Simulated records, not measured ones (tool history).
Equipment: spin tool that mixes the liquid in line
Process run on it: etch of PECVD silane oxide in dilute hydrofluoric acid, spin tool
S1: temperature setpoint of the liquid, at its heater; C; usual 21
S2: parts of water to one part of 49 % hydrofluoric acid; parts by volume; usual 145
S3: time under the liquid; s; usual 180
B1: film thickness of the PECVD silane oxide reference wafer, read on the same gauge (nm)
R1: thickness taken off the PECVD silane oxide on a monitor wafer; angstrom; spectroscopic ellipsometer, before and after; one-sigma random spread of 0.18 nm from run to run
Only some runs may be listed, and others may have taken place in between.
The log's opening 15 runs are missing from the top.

Run 16, day 55.362: usual settings but S1 17.5 C, S2 210 parts by volume, S3 75 s; B1 90.01. Result: R1 45.7 angstrom.
Run 17, day 58.962: usual settings but S1 25.5 C, S2 195 parts by volume, S3 245 s; B1 89.97. Result: R1 216.4 angstrom.
At day 69.542: gauge calibrated.
Run 18, day 69.704: usual settings but S1 22.5 C; B1 90. Result: R1 200 angstrom.
Run 19, day 71.746: usual settings but S2 100 parts by volume; B1 90.01. Result: R1 285.5 angstrom.
Run 20, day 73.458: usual settings but S3 260 s; B1 90.01. Result: R1 273.4 angstrom.
At day 75.338: hydrofluoric acid flow meter replaced.
Run 21, day 75.358: usual settings; B1 90.01. Result: R1 201 angstrom.
Run 22, day 78.883: usual settings but S1 25 C, S2 210 parts by volume, S3 245 s; B1 90.01. Result: R1 202.8 angstrom.
Run 23, day 81.142: usual settings but S1 22.5 C, S3 120 s; B1 90.01. Result: R1 139.7 angstrom.
Run 24, day 82.921: usual settings but S1 25.5 C, S2 110 parts by volume; B1 90.02. Result: R1 329.8 angstrom.
Run 25, day 85.033: usual settings but S1 25.5 C, S2 175 parts by volume, S3 80 s; B1 90. Result: R1 84.1 angstrom.
Run 26, day 88.617: usual settings but S1 24.5 C, S2 110 parts by volume, S3 80 s; B1 89.98. Result: R1 137.5 angstrom.
Run 27, day 92.383: usual settings but S1 23 C, S2 90 parts by volume, S3 140 s; B1 90.02. Result: R1 286.3 angstrom.
Run 28, day 94.008: usual settings but S1 22.5 C, S2 105 parts by volume; B1 90. Result: R1 300.9 angstrom.
Run 29, day 98.233: usual settings but S2 175 parts by volume; B1 89.98. Result: R1 154.3 angstrom.
Run 30, day 100.617: usual settings but S1 23.5 C, S2 125 parts by volume, S3 80 s; B1 89.99. Result: R1 112.3 angstrom.
Run 31, day 103.292: usual settings but S2 180 parts by volume, S3 70 s; B1 90. Result: R1 57.2 angstrom.
Run 32, day 105.888: usual settings but S1 18 C, S2 75 parts by volume, S3 250 s; B1 89.97. Result: R1 489.3 angstrom.
Run 33, day 109.883: usual settings; B1 90.02. Result: R1 188.4 angstrom.
Run 34, day 112.292: usual settings but S2 120 parts by volume, S3 135 s; B1 90.02. Result: R1 176.4 angstrom.

Predict each of these 3 candidate next runs independently; none follows another, all start after run 34:
Run A, day 112.312: usual settings; B1 ?. Result: R1 ?.
Run B, day 112.312: usual settings but S1 17.5 C; B1 ?. Result: R1 ?.
Run C, day 112.312: usual settings but S1 19 C, S3 265 s; B1 ?. Result: R1 ?.

run     B1     R1
  A  90.01  190.9
  B  90.01  165.7
  C  90.01  259.3
What these runs would have given with no unlogged condition in the tool:
run     R1
  A  207.5
  B  180.2
  C    282
